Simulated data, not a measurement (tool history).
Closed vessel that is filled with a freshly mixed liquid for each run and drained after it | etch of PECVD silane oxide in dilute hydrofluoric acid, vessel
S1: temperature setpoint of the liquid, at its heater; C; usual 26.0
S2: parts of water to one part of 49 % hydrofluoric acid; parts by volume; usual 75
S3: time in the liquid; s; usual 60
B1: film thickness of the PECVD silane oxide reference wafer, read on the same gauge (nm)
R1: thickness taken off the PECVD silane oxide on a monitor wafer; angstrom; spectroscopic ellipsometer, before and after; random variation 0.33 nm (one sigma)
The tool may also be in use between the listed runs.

run	day	S1	S2	S3	B1	R1
1	0.000	26.0	75	70	29.99	413.0
2	0.658	26.0	75	70	30.00	409.6
3	1.104	26.0	75	70	30.03	409.3
4	1.658	26.0	75	60	30.00	353.1
5	2.046	26.0	75	60	29.99	350.5
6	2.400	26.0	75	60	30.01	349.2
7	2.933	26.0	75	60	30.02	356.3
8	3.458	26.0	75	60	30.02	346.8
9	3.996	29.0	75	60	30.03	403.7
10	4.246	29.0	75	60	30.00	389.5
11	4.992	29.0	75	60	30.00	396.6
12	5.458	26.0	75	60	30.02	351.6
13	6.000	28.0	100	45	30.02	203.4
# day 7.996: hydrofluoric acid flow meter replaced
14	8.017	28.5	60	45	29.99	376.9
15	8.300	26.0	50	30	30.01	269.8
16	8.692	26.0	75	60	30.00	351.4
17	8.992	26.0	75	60	30.01	355.5
# day 9.212: thermometer replaced
18	9.296	23.5	110	85	30.00	289.2
19	9.642	26.0	50	95	30.03	864.5
# day 9.700: gauge calibrated
20	9.929	22.0	50	40	30.02	304.9
21	10.296	26.0	110	70	30.00	267.8
22	11.025	26.0	75	60	30.01	346.7
23	11.392	29.5	35	85	30.01	1292.0
24	11.812	26.0	75	60	30.01	345.7
25	12.246	28.5	60	45	29.97	376.7

5 ways to go on from here, each from the tool as it stands after run 25. What would each give?
A	12.275	26.0	75	35	?	?
B	12.275	23.5	95	60	?	?
C	12.275	26.0	90	80	?	?
D	12.275	28.5	100	40	?	?
E	12.275	28.5	105	60	?	?

run	B1	R1
A	30.00	204.4
B	30.00	244.1
C	30.00	381.7
D	30.00	186.6
E	30.00	264.8
Without the tool's hidden state the same runs would have given:
run	R1
A	204.4
B	244.1
C	381.7
D	186.6
E	264.8
